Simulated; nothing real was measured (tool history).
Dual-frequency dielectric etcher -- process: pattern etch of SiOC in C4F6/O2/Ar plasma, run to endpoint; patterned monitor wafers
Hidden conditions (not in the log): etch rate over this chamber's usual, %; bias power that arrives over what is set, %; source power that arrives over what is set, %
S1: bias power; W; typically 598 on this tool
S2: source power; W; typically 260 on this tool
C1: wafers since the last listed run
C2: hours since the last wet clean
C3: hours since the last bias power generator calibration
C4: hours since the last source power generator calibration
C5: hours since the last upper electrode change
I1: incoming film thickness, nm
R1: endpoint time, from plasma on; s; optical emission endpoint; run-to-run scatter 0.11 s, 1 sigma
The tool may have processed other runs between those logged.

{"run": 1, "hour": 0.0, "S1": 598, "S2": 260, "C1": 0, "C2": 381.8, "C3": 2176.7, "C4": 1407, "C5": 4212.9, "I1": 47.45, "R1": 17}
{"run": 2, "hour": 65.0, "S1": 598, "S2": 260, "C1": 876, "C2": 446.8, "C3": 2241.7, "C4": 1472, "C5": 4277.9, "I1": 46.86, "R1": 16.5}
{"run": 3, "hour": 134.9, "S1": 598, "S2": 260, "C1": 942, "C2": 516.7, "C3": 2311.6, "C4": 1541.9, "C5": 4347.8, "I1": 47.17, "R1": 16.6}
{"hour": 184.9, "done": "wet clean of the chamber"}
{"hour": 187.1, "done": "bias power generator calibrated"}
{"run": 4, "hour": 189.2, "S1": 598, "S2": 260, "C1": 378, "C2": 4.3, "C3": 2.1, "C4": 1596.2, "C5": 4402.1, "I1": 47.43, "R1": 16.6}
{"run": 5, "hour": 215.2, "S1": 598, "S2": 260, "C1": 350, "C2": 30.3, "C3": 28.1, "C4": 1622.2, "C5": 4428.1, "I1": 47.38, "R1": 17}
{"hour": 280.3, "done": "upper electrode replaced"}
{"run": 6, "hour": 280.8, "S1": 598, "S2": 260, "C1": 560, "C2": 95.9, "C3": 93.7, "C4": 1687.8, "C5": 0.5, "I1": 47.41, "R1": 16.7}
{"run": 7, "hour": 294.5, "S1": 598, "S2": 260, "C1": 184, "C2": 109.6, "C3": 107.4, "C4": 1701.5, "C5": 14.2, "I1": 47.28, "R1": 16.8}
{"run": 8, "hour": 323.8, "S1": 598, "S2": 260, "C1": 395, "C2": 138.9, "C3": 136.7, "C4": 1730.8, "C5": 43.5, "I1": 47.56, "R1": 16.9}
{"run": 9, "hour": 351.3, "S1": 651, "S2": 210, "C1": 370, "C2": 166.4, "C3": 164.2, "C4": 1758.3, "C5": 71, "I1": 47.52, "R1": 17.3}
{"run": 10, "hour": 404.6, "S1": 598, "S2": 260, "C1": 718, "C2": 219.7, "C3": 217.5, "C4": 1811.6, "C5": 124.3, "I1": 47.57, "R1": 16.9}
{"run": 11, "hour": 433.4, "S1": 650, "S2": 200, "C1": 388, "C2": 248.5, "C3": 246.3, "C4": 1840.4, "C5": 153.1, "I1": 47.87, "R1": 18}
{"hour": 461.2, "done": "source power generator calibrated"}
{"run": 12, "hour": 490.9, "S1": 598, "S2": 260, "C1": 721, "C2": 306, "C3": 303.8, "C4": 29.7, "C5": 210.6, "I1": 47.14, "R1": 16.9}
{"run": 13, "hour": 525.1, "S1": 475, "S2": 210, "C1": 461, "C2": 340.2, "C3": 338, "C4": 63.9, "C5": 244.8, "I1": 47.37, "R1": 20.5}
{"run": 14, "hour": 561.5, "S1": 520, "S2": 260, "C1": 490, "C2": 376.6, "C3": 374.4, "C4": 100.3, "C5": 281.2, "I1": 47.18, "R1": 17.9}
{"run": 15, "hour": 611.1, "S1": 664, "S2": 200, "C1": 668, "C2": 426.2, "C3": 424, "C4": 149.9, "C5": 330.8, "I1": 47.15, "R1": 17.5}

Forecast each of these 4 alternatives for the next run:
{"run": "A", "hour": 611.5, "S1": 728, "S2": 260, "C1": 5, "C2": 426.6, "C3": 424.4, "C4": 150.3, "C5": 331.2, "I1": 47.66, "R1": "?"}
{"run": "B", "hour": 611.5, "S1": 515, "S2": 230, "C1": 5, "C2": 426.6, "C3": 424.4, "C4": 150.3, "C5": 331.2, "I1": 47.66, "R1": "?"}
{"run": "C", "hour": 611.5, "S1": 717, "S2": 290, "C1": 5, "C2": 426.6, "C3": 424.4, "C4": 150.3, "C5": 331.2, "I1": 47.66, "R1": "?"}
{"run": "D", "hour": 611.5, "S1": 454, "S2": 210, "C1": 5, "C2": 426.6, "C3": 424.4, "C4": 150.3, "C5": 331.2, "I1": 47.66, "R1": "?"}

run=A R1=15.1
run=B R1=18.8
run=C R1=14.6
run=D R1=20.9
Without the tool's hidden state the same runs would have given:
run=A R1=15.1
run=B R1=18.8
run=C R1=14.6
run=D R1=20.9
